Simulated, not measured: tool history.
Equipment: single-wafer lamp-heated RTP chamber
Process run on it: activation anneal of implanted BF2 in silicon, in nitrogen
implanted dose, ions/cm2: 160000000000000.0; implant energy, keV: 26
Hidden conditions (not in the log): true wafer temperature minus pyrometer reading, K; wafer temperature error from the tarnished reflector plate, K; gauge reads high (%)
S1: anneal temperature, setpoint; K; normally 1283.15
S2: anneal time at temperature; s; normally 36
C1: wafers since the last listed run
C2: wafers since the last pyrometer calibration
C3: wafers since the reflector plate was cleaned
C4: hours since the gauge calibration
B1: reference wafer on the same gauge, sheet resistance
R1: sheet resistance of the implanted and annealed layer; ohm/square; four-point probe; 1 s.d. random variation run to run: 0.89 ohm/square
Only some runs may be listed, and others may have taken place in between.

run 1 day=0.000 | S1=1283.15 S2=36 | C1=0 C2=1128 C3=6072 C4=885.4 | B1=568.82 | R1=586.20
run 2 day=0.808 | S1=1303.15 S2=36 | C1=192 C2=1321 C3=6265 C4=904.8 | B1=568.41 | R1=581.60
-- day=2.583 reflector plate cleaned
run 3 day=2.604 | S1=1272.15 S2=36 | C1=349 C2=1670 C3=4 C4=947.9 | B1=568.77 | R1=587.87
run 4 day=3.271 | S1=1272.15 S2=36 | C1=159 C2=1829 C3=163 C4=963.9 | B1=568.34 | R1=588.42
run 5 day=4.625 | S1=1283.15 S2=36 | C1=323 C2=2153 C3=487 C4=996.4 | B1=567.99 | R1=585.61
run 6 day=5.858 | S1=1283.15 S2=36 | C1=294 C2=2447 C3=781 C4=1026.0 | B1=568.11 | R1=585.71
-- day=6.425 pyrometer window cleaned and pyrometer calibrated
run 7 day=6.762 | S1=1283.15 S2=36 | C1=136 C2=80 C3=917 C4=1047.7 | B1=568.04 | R1=583.74
run 8 day=8.238 | S1=1283.15 S2=43 | C1=352 C2=432 C3=1269 C4=1083.1 | B1=567.70 | R1=583.52
run 9 day=9.550 | S1=1275.15 S2=36 | C1=313 C2=745 C3=1583 C4=1114.6 | B1=567.39 | R1=583.15
run 10 day=10.812 | S1=1292.15 S2=48 | C1=301 C2=1047 C3=1884 C4=1144.9 | B1=567.03 | R1=579.09
run 11 day=11.529 | S1=1297.15 S2=47 | C1=171 C2=1218 C3=2055 C4=1162.1 | B1=567.15 | R1=577.47
run 12 day=12.892 | S1=1255.15 S2=54 | C1=325 C2=1543 C3=2381 C4=1194.8 | B1=566.66 | R1=588.61
run 13 day=14.000 | S1=1259.15 S2=36 | C1=264 C2=1808 C3=2645 C4=1221.4 | B1=566.57 | R1=587.29
run 14 day=14.846 | S1=1283.15 S2=49 | C1=201 C2=2010 C3=2847 C4=1241.7 | B1=566.34 | R1=579.20
run 15 day=15.679 | S1=1273.15 S2=27 | C1=198 C2=2209 C3=3046 C4=1261.7 | B1=566.23 | R1=586.56
run 16 day=16.496 | S1=1266.15 S2=36 | C1=194 C2=2404 C3=3241 C4=1281.3 | B1=565.74 | R1=584.75
run 17 day=17.117 | S1=1262.15 S2=36 | C1=148 C2=2552 C3=3389 C4=1296.2 | B1=566.00 | R1=586.57
-- day=18.188 pyrometer window cleaned and pyrometer calibrated
run 18 day=18.208 | S1=1283.15 S2=36 | C1=181 C2=5 C3=3570 C4=1322.4 | B1=566.06 | R1=583.14
run 19 day=19.404 | S1=1307.15 S2=28 | C1=285 C2=290 C3=3856 C4=1351.1 | B1=566.01 | R1=579.12
run 20 day=19.917 | S1=1283.15 S2=36 | C1=122 C2=413 C3=3978 C4=1363.4 | B1=565.56 | R1=582.64
run 21 day=20.917 | S1=1283.15 S2=18 | C1=238 C2=652 C3=4217 C4=1387.4 | B1=565.46 | R1=586.66
run 22 day=22.000 | S1=1283.15 S2=36 | C1=258 C2=910 C3=4476 C4=1413.4 | B1=565.10 | R1=581.71
run 23 day=22.558 | S1=1301.15 S2=16 | C1=133 C2=1043 C3=4609 C4=1426.8 | B1=565.03 | R1=583.95
run 24 day=23.150 | S1=1283.15 S2=36 | C1=141 C2=1185 C3=4750 C4=1441.0 | B1=564.94 | R1=581.67
run 25 day=24.504 | S1=1264.15 S2=36 | C1=323 C2=1508 C3=5074 C4=1473.5 | B1=564.75 | R1=584.09
-- day=27.338 reflector plate cleaned
-- day=28.288 gauge calibrated
-- day=28.404 pyrometer window cleaned and pyrometer calibrated
run 26 day=28.750 | S1=1283.15 S2=36 | C1=854 C2=82 C3=257 C4=11.1 | B1=576.83 | R1=593.02
run 27 day=29.833 | S1=1283.15 S2=36 | C1=258 C2=341 C3=516 C4=37.1 | B1=576.51 | R1=591.79
run 28 day=30.642 | S1=1283.15 S2=55 | C1=192 C2=534 C3=709 C4=56.5 | B1=576.22 | R1=587.93
run 29 day=31.550 | S1=1283.15 S2=36 | C1=216 C2=751 C3=926 C4=78.3 | B1=576.05 | R1=593.44
run 30 day=35.283 | S1=1265.15 S2=57 | C1=891 C2=1642 C3=1817 C4=167.9 | B1=575.41 | R1=591.91
run 31 day=35.796 | S1=1293.15 S2=36 | C1=122 C2=1764 C3=1939 C4=180.2 | B1=575.14 | R1=590.00
run 32 day=37.133 | S1=1295.15 S2=56 | C1=319 C2=2084 C3=2259 C4=212.3 | B1=574.97 | R1=585.21
run 33 day=37.771 | S1=1283.15 S2=36 | C1=152 C2=2236 C3=2411 C4=227.6 | B1=575.03 | R1=592.75
run 34 day=39.167 | S1=1283.15 S2=19 | C1=333 C2=2569 C3=2744 C4=261.1 | B1=574.81 | R1=594.87
-- day=40.000 pyrometer window cleaned and pyrometer calibrated
run 35 day=40.425 | S1=1306.15 S2=42 | C1=220 C2=101 C3=2965 C4=291.3 | B1=574.73 | R1=584.41

For some of the steps in R1 from one run to the next: how much would appear even if the tool had no hidden state, given the settings, what came in and random variation, and how much remains for the hidden state plus any gauge scatter that the measured result and the result without hidden state don't share?
Run 11 -> 12: S1 1297.15 -> 1255.15, S2 47 -> 54. R1 +11.14 ohm/square: hidden state -0.41, all else +11.55.
Run 25 -> 26: S1 1264.15 -> 1283.15, reflector plate cleaned, gauge calibrated, pyrometer window cleaned and pyrometer calibrated. R1 +8.93 ohm/square: hidden state +12.10, all else -3.17.
Run 29 -> 30: S1 1283.15 -> 1265.15, S2 36 -> 57. R1 -1.53 ohm/square: hidden state -0.65, all else -0.88.
Run 34 -> 35: S1 1283.15 -> 1306.15, S2 19 -> 42, pyrometer window cleaned and pyrometer calibrated. R1 -10.46 ohm/square: hidden state -0.22, all else -10.24.

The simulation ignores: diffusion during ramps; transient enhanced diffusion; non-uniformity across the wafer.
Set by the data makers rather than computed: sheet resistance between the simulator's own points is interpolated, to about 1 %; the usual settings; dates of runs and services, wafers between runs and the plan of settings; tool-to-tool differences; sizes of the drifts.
